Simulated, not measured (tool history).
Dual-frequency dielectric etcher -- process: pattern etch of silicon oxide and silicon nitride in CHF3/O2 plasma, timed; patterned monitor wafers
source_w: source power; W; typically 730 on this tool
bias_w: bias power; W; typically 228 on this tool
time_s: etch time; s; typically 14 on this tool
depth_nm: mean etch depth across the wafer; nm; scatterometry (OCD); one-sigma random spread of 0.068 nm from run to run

run,hour,source_w,bias_w,time_s,wafers since the last listed run,hours since the last wet clean,hours since the last source power generator calibration,hours since the last bias power generator calibration,hours since the last upper electrode change,hours since the gauge calibration,"read-back reference wafer on the same gauge, depth_nm",depth_nm
1,0,730,228,14,0,351.7,1530.2,2662,1471.5,57.5,18.93,24.14
2,25.2,730,228,14,249,376.9,1555.4,2687.2,1496.7,82.7,18.88,24.27
# hour 71.8: wet clean of the chamber
3,147.1,730,228,17,970,75.3,1677.3,2809.1,1618.6,204.6,18.9,28.73
4,180.5,730,228,17,331,108.7,1710.7,2842.5,1652,238,18.89,28.48
5,293.4,730,214,14,1119,221.6,1823.6,2955.4,1764.9,350.9,18.89,23.26
6,358.2,730,228,16.5,642,286.4,1888.4,3020.2,1829.7,415.7,18.9,28.2
7,417,730,228,16.5,583,345.2,1947.2,3079,1888.5,474.5,18.9,28.3
8,479,730,228,16.5,614,407.2,2009.2,3141,1950.5,536.5,18.89,28.55
9,506.4,730,228,11.5,271,434.6,2036.6,3168.4,1977.9,563.9,18.92,19.8
# hour 559: wet clean of the chamber
10,559.5,730,228,11.5,288,0.5,2089.7,3221.5,2031,617,18.91,19.36
11,609,840,228,14,490,50,2139.2,3271,2080.5,666.5,18.86,25.17
12,662.3,840,228,14,528,103.3,2192.5,3324.3,2133.8,719.8,18.89,25.26
# hour 697.1: bias power generator calibrated
# hour 728.7: gauge calibrated
# hour 793.8: source power generator calibrated
13,827.7,730,228,14,1560,268.7,33.9,130.6,2299.2,99,18.89,23.98
14,896.7,550,228,17.5,684,337.7,102.9,199.6,2368.2,168,18.87,26.34
15,951.2,820,209,13,540,392.2,157.4,254.1,2422.7,222.5,18.91,23.17
# hour 983.3: wet clean of the chamber
16,1002.4,730,228,16.5,269,19.1,208.6,305.3,2473.9,273.7,18.89,27.63
# hour 1062.4: upper electrode replaced
17,1062.9,640,209,12.5,361,79.6,269.1,365.8,0.5,334.2,18.92,19.07

Run 18 is up next; what results do you expect?
18,1070.8,730,197,13,78,87.5,277,373.7,8.4,342.1,?,?

read-back reference wafer on the same gauge, depth_nm: 18.91
depth_nm: 20.75 nm
If the tool had no hidden condition, the same run with the same run-to-run variation would have returned depth_nm 20.61 nm.

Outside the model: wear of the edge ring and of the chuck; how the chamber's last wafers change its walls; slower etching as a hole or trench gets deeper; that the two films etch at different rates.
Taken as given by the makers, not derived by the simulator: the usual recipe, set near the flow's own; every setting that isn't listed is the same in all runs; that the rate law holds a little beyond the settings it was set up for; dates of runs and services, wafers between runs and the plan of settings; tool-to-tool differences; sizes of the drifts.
